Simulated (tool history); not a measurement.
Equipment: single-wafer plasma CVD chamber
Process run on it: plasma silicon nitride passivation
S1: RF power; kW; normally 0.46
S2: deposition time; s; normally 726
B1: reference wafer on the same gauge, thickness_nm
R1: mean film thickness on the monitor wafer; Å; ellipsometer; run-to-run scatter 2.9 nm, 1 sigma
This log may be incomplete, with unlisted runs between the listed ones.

run 1 hour=0 | S1=0.46 S2=805 | B1=1145.604 | R1=10705.34
run 2 hour=29.3 | S1=0.46 S2=805 | B1=1144.662 | R1=10756.79
run 3 hour=53.7 | S1=0.46 S2=805 | B1=1144.646 | R1=10653.61
run 4 hour=67.4 | S1=0.41 S2=726 | B1=1145.165 | R1=9356.34
run 5 hour=79.7 | S1=0.46 S2=726 | B1=1145.307 | R1=9670.51
run 6 hour=109.9 | S1=0.46 S2=726 | B1=1144.411 | R1=9592.24
run 7 hour=128.5 | S1=0.46 S2=726 | B1=1145.043 | R1=9626.01
run 8 hour=151.4 | S1=0.46 S2=726 | B1=1144.994 | R1=9602.46
run 9 hour=243 | S1=0.46 S2=815 | B1=1145.242 | R1=10770.91
run 10 hour=271.5 | S1=0.46 S2=815 | B1=1145.127 | R1=10748.95
run 11 hour=303.7 | S1=0.46 S2=610 | B1=1145.042 | R1=8048.59
run 12 hour=361.1 | S1=0.51 S2=610 | B1=1144.448 | R1=8251.67
run 13 hour=381.6 | S1=0.51 S2=610 | B1=1145.275 | R1=8274.12
run 14 hour=396.6 | S1=0.46 S2=726 | B1=1144.982 | R1=9576.24
-- hour=429.9 showerhead replaced, of another model than before
run 15 hour=430.4 | S1=0.46 S2=726 | B1=1145.653 | R1=9365.66
run 16 hour=440.4 | S1=0.46 S2=726 | B1=1145.806 | R1=9373.79
run 17 hour=474.8 | S1=0.46 S2=726 | B1=1144.463 | R1=9372.25
run 18 hour=507.7 | S1=0.46 S2=726 | B1=1145.34 | R1=9349.03
run 19 hour=523.8 | S1=0.43 S2=726 | B1=1145.067 | R1=9077.14
run 20 hour=546.4 | S1=0.43 S2=726 | B1=1145.838 | R1=9023.27
run 21 hour=559.5 | S1=0.46 S2=726 | B1=1144.752 | R1=9361.45
run 22 hour=584 | S1=0.46 S2=773 | B1=1144.966 | R1=9901.24
-- hour=598.6 RF generator calibrated
run 23 hour=674 | S1=0.46 S2=726 | B1=1145.189 | R1=9672.57
run 24 hour=692.4 | S1=0.46 S2=726 | B1=1145.213 | R1=9714.4
run 25 hour=720 | S1=0.415 S2=775 | B1=1145.378 | R1=9901.84
run 26 hour=763.5 | S1=0.46 S2=726 | B1=1144.209 | R1=9668.99
run 27 hour=788.3 | S1=0.49 S2=602 | B1=1144.864 | R1=8213.69
-- hour=790.2 gauge calibrated
run 28 hour=821.8 | S1=0.5 S2=789 | B1=1145.668 | R1=10880.04
run 29 hour=850 | S1=0.51 S2=763 | B1=1144.131 | R1=10569.23
run 30 hour=884.2 | S1=0.505 S2=774 | B1=1145.279 | R1=10675.97
run 31 hour=915.5 | S1=0.42 S2=668 | B1=1146.265 | R1=8504.47
run 32 hour=938.5 | S1=0.495 S2=784 | B1=1145.157 | R1=10698.66
run 33 hour=971.8 | S1=0.525 S2=591 | B1=1144.344 | R1=8254.52
run 34 hour=993.7 | S1=0.46 S2=726 | B1=1143.752 | R1=9524.11
run 35 hour=1011.2 | S1=0.46 S2=726 | B1=1144.867 | R1=9547.19
run 36 hour=1040.2 | S1=0.46 S2=726 | B1=1144.655 | R1=9537.22
run 37 hour=1053.8 | S1=0.395 S2=622 | B1=1145.062 | R1=7596.15

Run 38 is up next; what results do you expect?
run 38 hour=1074.1 | S1=0.37 S2=629 | B1=? | R1=?

{"run 38": {"B1": 1144.339, "R1": 7433.22}}
Had the tool carried no hidden state, the very same run would have given R1 7603.28 Å.

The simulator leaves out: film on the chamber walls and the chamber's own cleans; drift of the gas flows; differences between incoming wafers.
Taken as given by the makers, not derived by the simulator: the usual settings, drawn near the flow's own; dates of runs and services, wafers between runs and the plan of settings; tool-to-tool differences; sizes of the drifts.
